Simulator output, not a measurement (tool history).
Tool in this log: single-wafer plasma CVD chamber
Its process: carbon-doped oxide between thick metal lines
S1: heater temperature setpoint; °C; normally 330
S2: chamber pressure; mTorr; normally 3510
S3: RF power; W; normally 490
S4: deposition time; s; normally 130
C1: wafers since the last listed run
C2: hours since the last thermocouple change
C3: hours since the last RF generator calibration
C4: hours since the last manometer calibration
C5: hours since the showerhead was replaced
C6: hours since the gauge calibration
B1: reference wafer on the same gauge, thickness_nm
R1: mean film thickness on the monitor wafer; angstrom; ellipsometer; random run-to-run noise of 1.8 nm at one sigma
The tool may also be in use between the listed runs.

| run | hour | S1 | S2 | S3 | S4 | C1 | C2 | C3 | C4 | C5 | C6 | B1 | R1 |
|---|---|---|---|---|---|---|---|---|---|---|---|---|---|
| 1 | 0.0 | 330 | 3510 | 490 | 110 | 0 | 2679.3 | 1787.4 | 2031.3 | 4810.7 | 174.7 | 788.939 | 5883.59 |
| 2 | 17.8 | 330 | 3510 | 490 | 110 | 310 | 2697.1 | 1805.2 | 2049.1 | 4828.5 | 192.5 | 789.829 | 5888.99 |
| 3 | 49.2 | 330 | 3510 | 530 | 130 | 548 | 2728.5 | 1836.6 | 2080.5 | 4859.9 | 223.9 | 790.565 | 7474.78 |
| 4 | 73.6 | 330 | 3510 | 530 | 130 | 426 | 2752.9 | 1861.0 | 2104.9 | 4884.3 | 248.3 | 791.242 | 7472.75 |
| 5 | 88.0 | 334 | 3510 | 490 | 130 | 251 | 2767.3 | 1875.4 | 2119.3 | 4898.7 | 262.7 | 791.029 | 6931.48 |
| 6 | 109.5 | 334 | 3510 | 490 | 130 | 375 | 2788.8 | 1896.9 | 2140.8 | 4920.2 | 284.2 | 791.587 | 6919.04 |
| 7 | 132.6 | 330 | 3510 | 490 | 130 | 403 | 2811.9 | 1920.0 | 2163.9 | 4943.3 | 307.3 | 792.432 | 6997.56 |
| 8 | 152.7 | 330 | 3510 | 490 | 130 | 351 | 2832.0 | 1940.1 | 2184.0 | 4963.4 | 327.4 | 792.896 | 6983.71 |
| 9 | 177.5 | 330 | 4110 | 490 | 147 | 433 | 2856.8 | 1964.9 | 2208.8 | 4988.2 | 352.2 | 793.370 | 8049.16 |
| 10 | 197.7 | 330 | 4110 | 490 | 147 | 352 | 2877.0 | 1985.1 | 2229.0 | 5008.4 | 372.4 | 793.819 | 8030.55 |
|  | 212.1 | RF generator calibrated |
|  | 213.4 | showerhead replaced |
| 11 | 214.4 | 330 | 4110 | 490 | 147 | 129 | 2893.7 | 2.3 | 2245.7 | 1.0 | 389.1 | 794.175 | 8033.91 |
| 12 | 234.1 | 330 | 3510 | 515 | 130 | 344 | 2913.4 | 22.0 | 2265.4 | 20.7 | 408.8 | 794.961 | 7306.19 |
| 13 | 268.7 | 330 | 3510 | 515 | 130 | 604 | 2948.0 | 56.6 | 2300.0 | 55.3 | 443.4 | 796.104 | 7340.42 |
| 14 | 294.8 | 316 | 4200 | 415 | 130 | 455 | 2974.1 | 82.7 | 2326.1 | 81.4 | 469.5 | 797.192 | 6294.48 |
|  | 308.6 | gauge calibrated |
| 15 | 322.9 | 338 | 2840 | 530 | 130 | 490 | 3002.2 | 110.8 | 2354.2 | 109.5 | 14.3 | 784.430 | 7160.03 |
| 16 | 347.1 | 330 | 3510 | 490 | 130 | 422 | 3026.4 | 135.0 | 2378.4 | 133.7 | 38.5 | 784.596 | 6911.54 |
|  | 367.2 | thermocouple changed; heater temperature recalibrated |
| 17 | 375.7 | 330 | 3510 | 430 | 123 | 359 | 8.5 | 163.6 | 2407.0 | 162.3 | 67.1 | 784.880 | 5774.08 |
| 18 | 410.9 | 323 | 3860 | 545 | 111 | 614 | 43.7 | 198.8 | 2442.2 | 197.5 | 102.3 | 784.585 | 6676.35 |
| 19 | 425.5 | 323 | 2880 | 560 | 117 | 255 | 58.3 | 213.4 | 2456.8 | 212.1 | 116.9 | 784.926 | 7058.48 |
| 20 | 452.6 | 335 | 3510 | 415 | 130 | 473 | 85.4 | 240.5 | 2483.9 | 239.2 | 144.0 | 785.134 | 5793.02 |
|  | 488.6 | capacitance manometer re-zeroed and calibrated |
| 21 | 489.1 | 330 | 3990 | 490 | 146 | 497 | 121.9 | 277.0 | 0.5 | 275.7 | 180.5 | 786.159 | 7899.05 |
| 22 | 522.5 | 319 | 4260 | 565 | 138 | 583 | 155.3 | 310.4 | 33.9 | 309.1 | 213.9 | 787.020 | 8724.75 |
| 23 | 547.5 | 330 | 3510 | 490 | 130 | 436 | 180.3 | 335.4 | 58.9 | 334.1 | 238.9 | 787.535 | 6977.62 |
| 24 | 579.8 | 330 | 2830 | 490 | 150 | 564 | 212.6 | 367.7 | 91.2 | 366.4 | 271.2 | 788.813 | 7899.41 |
| 25 | 604.7 | 325 | 3510 | 490 | 130 | 434 | 237.5 | 392.6 | 116.1 | 391.3 | 296.1 | 788.343 | 7088.03 |
| 26 | 618.5 | 330 | 3510 | 490 | 130 | 241 | 251.3 | 406.4 | 129.9 | 405.1 | 309.9 | 789.643 | 6967.14 |
| 27 | 635.0 | 330 | 3510 | 490 | 109 | 288 | 267.8 | 422.9 | 146.4 | 421.6 | 326.4 | 789.932 | 5859.36 |

What if the next run were any one of these 4? Each begins from the tool's condition after run 27:
| A | 635.4 | 330 | 3510 | 490 | 140 | 6 | 268.2 | 423.3 | 146.8 | 422.0 | 326.8 | ? | ? |
| B | 635.4 | 330 | 2990 | 490 | 130 | 6 | 268.2 | 423.3 | 146.8 | 422.0 | 326.8 | ? | ? |
| C | 635.4 | 319 | 2770 | 490 | 130 | 6 | 268.2 | 423.3 | 146.8 | 422.0 | 326.8 | ? | ? |
| D | 635.4 | 330 | 3510 | 535 | 130 | 6 | 268.2 | 423.3 | 146.8 | 422.0 | 326.8 | ? | ? |

| run | B1 | R1 |
|---|---|---|
| A | 789.839 | 7518.01 |
| B | 789.839 | 6893.87 |
| C | 789.839 | 7088.25 |
| D | 789.839 | 7526.53 |
Take away the tool's hidden state, keep each run's random variation, and the runs would have read:
| run | R1 |
|---|---|
| A | 7484.59 |
| B | 6863.22 |
| C | 7056.73 |
| D | 7493.06 |
